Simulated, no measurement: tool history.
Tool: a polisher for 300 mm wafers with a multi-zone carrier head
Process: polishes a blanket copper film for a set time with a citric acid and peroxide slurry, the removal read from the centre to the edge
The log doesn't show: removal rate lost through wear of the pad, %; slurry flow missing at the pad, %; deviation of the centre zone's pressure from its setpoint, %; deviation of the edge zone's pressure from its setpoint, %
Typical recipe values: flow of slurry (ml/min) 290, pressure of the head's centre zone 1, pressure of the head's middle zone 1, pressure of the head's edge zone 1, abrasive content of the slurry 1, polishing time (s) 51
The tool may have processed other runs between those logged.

run	hour	flow of slurry (ml/min)	pressure of the head's centre zone	pressure of the head's middle zone	pressure of the head's edge zone	abrasive content of the slurry	polishing time (s)	wafers since the last listed run	wafers polished on this pad	hours since the slurry nozzle was cleaned	hours since the centre zone pressure was calibrated	hours since the edge zone pressure was calibrated	hours since the carrier head's membrane was replaced	incoming thickness of the incoming film, nm	film removed at the wafer's centre (nm)	film removed at mid-radius (nm)	film removed at the wafer's edge (nm)
1	0	290	1	1	1	1	51	0	1514	733.1	44.9	28.3	40.1	1227.1	138.2	133.5	134.5
# hour 18.3: worn pad replaced by a new one
2	18.8	290	0.96	1	1	1	51	164	6	751.9	63.7	47.1	58.9	1229.6	131.8	138.1	134.4
3	32.5	290	1	1	1	1	51	152	158	765.6	77.4	60.8	72.6	1233.2	132	135.2	134.2
4	46.6	290	1	1	1	1	51	156	315	779.7	91.5	74.9	86.7	1244.4	139	135	133.2
# hour 51.2: slurry nozzle cleaned
5	61.7	290	1	1	1	1	51	156	472	10.5	106.6	90	101.8	1237.8	138.6	134	137.6
6	77.4	230	0.91	0.96	1	1	44	174	647	26.2	122.3	105.7	117.5	1225.4	103.6	110.5	115
7	104	290	1	1	1	1	51	296	943	52.8	148.9	132.3	144.1	1240.4	135.7	134.4	134.4
8	136.8	290	1	1	0.9	1	51	365	1308	85.6	181.7	165.1	176.9	1221.3	135.3	135.6	128.8
9	156	290	1.04	0.9	1	1	51	213	1522	104.8	200.9	184.3	196.1	1255.1	142.6	124.3	134.6
# hour 185.6: worn pad replaced by a new one
10	191.8	290	1	1	1	1	51	353	68	140.6	236.7	220.1	231.9	1236.2	139.8	135.6	135.1
11	258.1	290	1	0.9	1	1	58	737	806	206.9	303	286.4	298.2	1230.2	152.3	142.3	152
12	271.6	200	1	1	1	1	51	150	956	220.4	316.5	299.9	311.7	1215	129.7	129.1	128.4
13	298.9	365	1	1	1.12	1	51	303	1260	247.7	343.8	327.2	339	1223.9	138.6	142.4	145.8
14	315.2	190	1	1	1	1	51	181	1442	264	360.1	343.5	355.3	1247.6	130.4	129.3	129.9
15	334.1	225	1.07	1	1	1.25	38	210	1652	282.9	379	362.4	374.2	1245.3	110.6	103.8	102.1
# hour 349.9: worn pad replaced by a new one
16	350.4	290	1	1	1	1	51	136	5	299.2	395.3	378.7	390.5	1255.9	139.2	135.7	135
17	375.9	290	1	1	1	0.9	51	283	289	324.7	420.8	404.2	416	1244.3	132.7	133.9	131.6
18	402.6	290	1.06	1.08	1	0.75	51	297	586	351.4	447.5	430.9	442.7	1240.5	134.6	136.2	127.6
19	437.4	290	0.91	0.95	0.88	1	62	387	973	386.2	482.3	465.7	477.5	1247	149.8	161.8	154.1
20	458.9	290	1	1	1	1	51	239	1213	407.7	503.8	487.2	499	1227.5	138.7	135.4	136.7

Describe how what the log doesn't record of the tool's condition differs between the last listed run preceding each entry between runs and the first listed run following it.
Run 1 -> run 2: worn pad replaced by a new one (hour 18.3)
  no difference in the tool's unlogged condition between these two runs
Run 4 -> run 5: slurry nozzle cleaned (hour 51.2)
  no difference in the tool's unlogged condition between these two runs
Run 9 -> run 10: worn pad replaced by a new one (hour 185.6)
  no difference in the tool's unlogged condition between these two runs
Run 15 -> run 16: worn pad replaced by a new one (hour 349.9)
  no difference in the tool's unlogged condition between these two runs

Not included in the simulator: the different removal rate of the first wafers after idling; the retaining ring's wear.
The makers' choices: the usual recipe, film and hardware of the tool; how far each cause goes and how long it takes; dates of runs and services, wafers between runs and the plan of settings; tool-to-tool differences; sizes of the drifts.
